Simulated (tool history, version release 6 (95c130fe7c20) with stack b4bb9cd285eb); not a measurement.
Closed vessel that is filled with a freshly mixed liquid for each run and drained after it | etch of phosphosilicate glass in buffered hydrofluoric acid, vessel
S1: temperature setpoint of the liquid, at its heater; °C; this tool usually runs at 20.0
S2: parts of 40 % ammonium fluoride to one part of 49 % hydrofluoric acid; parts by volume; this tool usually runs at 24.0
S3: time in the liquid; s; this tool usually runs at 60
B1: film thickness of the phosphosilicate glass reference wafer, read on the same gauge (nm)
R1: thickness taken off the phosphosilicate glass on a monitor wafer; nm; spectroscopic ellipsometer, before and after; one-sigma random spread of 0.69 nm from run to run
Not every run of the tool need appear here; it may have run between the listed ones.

run   hour    S1    S2  S3     B1      R1
  1    0.0  20.0  24.0  70  49.99  145.75
  2   29.8  20.0  24.0  70  50.00  144.71
  3   62.1  20.0  24.0  60  49.99  125.07
  4   95.3  20.0  24.0  60  49.99  124.28
  5  117.3  20.0  24.0  60  49.99  124.73
  6  136.6  20.0  24.0  60  50.00  123.29
  7  150.3  20.0  24.0  60  50.00  123.99
  8  173.4  17.0  27.5  35  50.00   58.55
  9  185.5  20.0  24.0  60  49.99  130.91
 10  218.3  20.0  30.0  85  49.99  158.12
 11  253.0  20.0  30.0  60  50.01  111.36
 12  273.6  20.0  24.0  60  50.01  131.15
 13  307.1  17.0  24.0  90  50.01  164.07
 14  341.3  20.0  27.0  95  49.99  188.59
 15  367.1  20.0  24.0  85  50.00  184.27
 16  390.8  24.5  21.0  85  50.01  258.06
 17  425.4  23.5  24.0  45  50.00  118.85
 18  525.2  20.0  18.0  50  50.01  134.20
 19  539.0  20.0  24.0  30  50.02   64.09
 20  565.9  17.0  30.0  30  50.01   46.22
 21  580.0  20.0  19.5  45  50.02  111.90
 22  611.1  20.0  24.0  40  50.03   85.71
 23  637.5  17.0  16.0  60  49.98  152.65
 24  670.4  20.0  28.5  60  49.97  113.55
 25  691.5  20.0  24.0  60  50.00  129.18
 26  716.5  21.5  28.0  40  49.99   84.16
 27  738.0  22.0  24.0  60  50.00  144.12
 28  751.0  20.0  26.5  90  50.01  177.76
 29  770.4  20.0  24.0  60  50.01  126.87
 30  782.5  17.0  24.0  90  49.98  163.49
 31  808.8  18.5  20.0  50  50.01  111.59

Missing from the log above: 3 entries noted between runs. For each, name the pair of listed runs it sits between and say how the tool's hidden condition differs from the listed run just before to the listed run just after:
After run 4, before run 5: thermometer replaced (hour 96.5)
  hydrofluoric acid flow below the setpoint (%): 8.11 -> 8.2
  measured result minus the result with no hidden state, R1: -7.48 -> -7.60 nm
After run 7, before run 8: gauge calibrated (hour 162.7); hydrofluoric acid flow meter replaced (hour 168.3)
  hydrofluoric acid flow below the setpoint (%): 8.33 -> 1.41
  measured result minus the result with no hidden state, R1: -7.68 -> -0.58 nm
